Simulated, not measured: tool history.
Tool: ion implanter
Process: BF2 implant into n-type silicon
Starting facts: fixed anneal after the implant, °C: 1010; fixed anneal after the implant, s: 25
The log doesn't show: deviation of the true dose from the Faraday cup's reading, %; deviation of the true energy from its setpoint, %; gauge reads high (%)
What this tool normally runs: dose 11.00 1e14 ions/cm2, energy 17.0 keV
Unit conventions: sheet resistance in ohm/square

| run | hour | dose | energy | wafers since the last listed run | hours since the last dose calibration | hours since the extraction supply was calibrated | hours since the gauge calibration | read-back reference wafer on the same gauge, sheet resistance | sheet resistance |
|---|---|---|---|---|---|---|---|---|---|
| 1 | 0.0 | 11.00 | 17.0 | 0 | 2072.9 | 3148.4 | 138.5 | 151.98 | 180.46 |
| 2 | 10.2 | 12.65 | 18.5 | 133 | 2083.1 | 3158.6 | 148.7 | 151.94 | 168.91 |
| 3 | 26.7 | 11.00 | 17.0 | 216 | 2099.6 | 3175.1 | 165.2 | 151.98 | 181.30 |
| 4 | 34.5 | 11.00 | 17.0 | 102 | 2107.4 | 3182.9 | 173.0 | 151.97 | 180.76 |
|  | 38.0 | gauge calibrated |
| 5 | 42.7 | 11.00 | 17.0 | 107 | 2115.6 | 3191.1 | 4.7 | 152.02 | 180.45 |
| 6 | 53.6 | 13.40 | 20.0 | 143 | 2126.5 | 3202.0 | 15.6 | 152.04 | 161.82 |
| 7 | 59.6 | 13.40 | 20.0 | 78 | 2132.5 | 3208.0 | 21.6 | 151.97 | 161.85 |
| 8 | 65.7 | 13.40 | 20.0 | 80 | 2138.6 | 3214.1 | 27.7 | 151.98 | 161.89 |
|  | 77.5 | extraction supply calibrated |
| 9 | 83.3 | 11.00 | 21.5 | 126 | 2156.2 | 5.8 | 45.3 | 151.98 | 166.79 |
|  | 102.3 | Faraday cup replaced and dose calibrated |
| 10 | 102.8 | 11.00 | 21.5 | 150 | 0.5 | 25.3 | 64.8 | 151.99 | 166.57 |
| 11 | 109.9 | 11.00 | 17.0 | 93 | 7.6 | 32.4 | 71.9 | 151.96 | 180.78 |
| 12 | 117.4 | 11.00 | 17.0 | 98 | 15.1 | 39.9 | 79.4 | 152.00 | 180.63 |
| 13 | 128.6 | 9.77 | 14.5 | 147 | 26.3 | 51.1 | 90.6 | 151.96 | 198.39 |
| 14 | 146.2 | 11.00 | 17.0 | 231 | 43.9 | 68.7 | 108.2 | 152.01 | 180.76 |
| 15 | 158.9 | 11.00 | 11.5 | 166 | 56.6 | 81.4 | 120.9 | 152.02 | 203.23 |
| 16 | 173.0 | 11.00 | 17.0 | 185 | 70.7 | 95.5 | 135.0 | 152.00 | 180.60 |
|  | 200.1 | gauge calibrated |
| 17 | 214.4 | 13.77 | 17.0 | 543 | 112.1 | 136.9 | 14.3 | 152.03 | 170.36 |
| 18 | 229.8 | 11.00 | 22.5 | 202 | 127.5 | 152.3 | 29.7 | 152.01 | 164.11 |
| 19 | 242.9 | 7.95 | 14.5 | 171 | 140.6 | 165.4 | 42.8 | 151.94 | 216.83 |
| 20 | 255.8 | 13.50 | 19.0 | 169 | 153.5 | 178.3 | 55.7 | 151.94 | 164.67 |

What was the tool's hidden state at every run in the log?
deviation of the true dose from the Faraday cup's reading, %: 0 on each run
deviation of the true energy from its setpoint, %: 0 on each run
gauge reads high (%): 0 on each run
